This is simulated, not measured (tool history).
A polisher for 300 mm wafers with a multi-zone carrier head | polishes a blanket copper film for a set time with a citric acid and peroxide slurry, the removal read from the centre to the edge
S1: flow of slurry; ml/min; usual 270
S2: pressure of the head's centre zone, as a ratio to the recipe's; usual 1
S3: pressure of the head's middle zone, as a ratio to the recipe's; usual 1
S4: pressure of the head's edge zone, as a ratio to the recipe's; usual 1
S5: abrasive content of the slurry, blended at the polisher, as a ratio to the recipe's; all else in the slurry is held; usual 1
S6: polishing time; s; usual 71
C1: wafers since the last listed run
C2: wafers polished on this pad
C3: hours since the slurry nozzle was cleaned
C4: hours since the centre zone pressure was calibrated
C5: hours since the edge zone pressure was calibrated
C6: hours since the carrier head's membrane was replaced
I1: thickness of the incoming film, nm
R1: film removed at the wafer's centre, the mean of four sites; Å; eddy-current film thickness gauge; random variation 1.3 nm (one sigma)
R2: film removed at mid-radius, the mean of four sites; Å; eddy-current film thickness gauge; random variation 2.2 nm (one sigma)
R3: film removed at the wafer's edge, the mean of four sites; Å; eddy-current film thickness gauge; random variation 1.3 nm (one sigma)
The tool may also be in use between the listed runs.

run 1 hour=0 | S1=270 S2=1 S3=1 S4=1 S5=1 S6=85 | C1=0 C2=270 C3=497.2 C4=439 C5=841.3 C6=1686.7 | I1=683.5 | R1=2082 R2=1875 R3=1929
run 2 hour=30 | S1=270 S2=1 S3=1 S4=1 S5=1 S6=85 | C1=324 C2=595 C3=527.2 C4=469 C5=871.3 C6=1716.7 | I1=672.1 | R1=2113 R2=1854 R3=1931
run 3 hour=53.3 | S1=270 S2=1 S3=1 S4=1 S5=1 S6=85 | C1=252 C2=847 C3=550.5 C4=492.3 C5=894.6 C6=1740 | I1=672.8 | R1=2096 R2=1906 R3=1943
run 4 hour=85.2 | S1=270 S2=1 S3=1 S4=1.05 S5=1 S6=71 | C1=345 C2=1193 C3=582.4 C4=524.2 C5=926.5 C6=1771.9 | I1=680.3 | R1=1785 R2=1576 R3=1663
-- hour=95.6 worn pad replaced by a new one
run 5 hour=99.2 | S1=270 S2=1 S3=1 S4=1.05 S5=1 S6=71 | C1=108 C2=39 C3=596.4 C4=538.2 C5=940.5 C6=1785.9 | I1=682.6 | R1=1775 R2=1584 R3=1674
-- hour=109.1 carrier head's membrane replaced by a new one
-- hour=126.2 centre zone pressure recalibrated
run 6 hour=126.7 | S1=270 S2=1 S3=1 S4=1 S5=1 S6=71 | C1=222 C2=261 C3=623.9 C4=0.5 C5=968 C6=17.6 | I1=671.6 | R1=1610 R2=1622 R3=1620
run 7 hour=150.1 | S1=270 S2=1 S3=1 S4=1 S5=1 S6=71 | C1=253 C2=514 C3=647.3 C4=23.9 C5=991.4 C6=41 | I1=674 | R1=1652 R2=1595 R3=1623
run 8 hour=163 | S1=270 S2=1 S3=1 S4=1 S5=1 S6=71 | C1=139 C2=654 C3=660.2 C4=36.8 C5=1004.3 C6=53.9 | I1=690.5 | R1=1638 R2=1591 R3=1614
run 9 hour=179.4 | S1=270 S2=1 S3=1 S4=0.89 S5=1.2 S6=78 | C1=177 C2=832 C3=676.6 C4=53.2 C5=1020.7 C6=70.3 | I1=685.1 | R1=1858 R2=1791 R3=1741
-- hour=182.7 edge zone pressure recalibrated
run 10 hour=196.3 | S1=270 S2=1 S3=1 S4=1 S5=1.15 S6=92 | C1=161 C2=993 C3=693.5 C4=70.1 C5=13.6 C6=87.2 | I1=686.5 | R1=2153 R2=2161 R3=2144
-- hour=204.7 slurry nozzle cleaned
run 11 hour=210 | S1=270 S2=1 S3=1 S4=1 S5=1 S6=71 | C1=137 C2=1131 C3=5.3 C4=83.8 C5=27.3 C6=100.9 | I1=680.5 | R1=1644 R2=1642 R3=1621
-- hour=214.9 worn pad replaced by a new one
run 12 hour=233.4 | S1=270 S2=1 S3=1 S4=1 S5=1 S6=71 | C1=210 C2=200 C3=28.7 C4=107.2 C5=50.7 C6=124.3 | I1=671.3 | R1=1678 R2=1575 R3=1617
run 13 hour=249.7 | S1=315 S2=1 S3=1.08 S4=1 S5=1.1 S6=71 | C1=176 C2=377 C3=45 C4=123.5 C5=67 C6=140.6 | I1=670.4 | R1=1692 R2=1780 R3=1679
run 14 hour=271.7 | S1=270 S2=1 S3=1.06 S4=1 S5=1 S6=71 | C1=238 C2=615 C3=67 C4=145.5 C5=89 C6=162.6 | I1=664.8 | R1=1676 R2=1711 R3=1623
run 15 hour=285.6 | S1=270 S2=1 S3=1 S4=0.89 S5=1 S6=80 | C1=150 C2=766 C3=80.9 C4=159.4 C5=102.9 C6=176.5 | I1=689.9 | R1=1867 R2=1813 R3=1721
run 16 hour=300.4 | S1=270 S2=1 S3=0.92 S4=1 S5=0.85 S6=93 | C1=160 C2=926 C3=95.7 C4=174.2 C5=117.7 C6=191.3 | I1=679.2 | R1=2142 R2=1888 R3=2100

The same runs without the tool's hidden state, with the same run-to-run variation:
The hidden state here: removal rate lost through wear of the pad, %; slurry flow missing at the pad, %; deviation of the centre zone's pressure from its setpoint, %; deviation of the edge zone's pressure from its setpoint, %.
run=1 R1=1939
run=2 R1=1957
run=3 R1=1933
run=4 R1=1637
run=5 R1=1623
run=6 R1=1610
run=7 R1=1644
run=8 R1=1627
run=9 R1=1838
run=10 R1=2124
run=11 R1=1617
run=12 R1=1643
run=13 R1=1652
run=14 R1=1629
run=15 R1=1810
run=16 R1=2071
R2: within 1 Å of the measured result in every run.
R3: as measured in every run.

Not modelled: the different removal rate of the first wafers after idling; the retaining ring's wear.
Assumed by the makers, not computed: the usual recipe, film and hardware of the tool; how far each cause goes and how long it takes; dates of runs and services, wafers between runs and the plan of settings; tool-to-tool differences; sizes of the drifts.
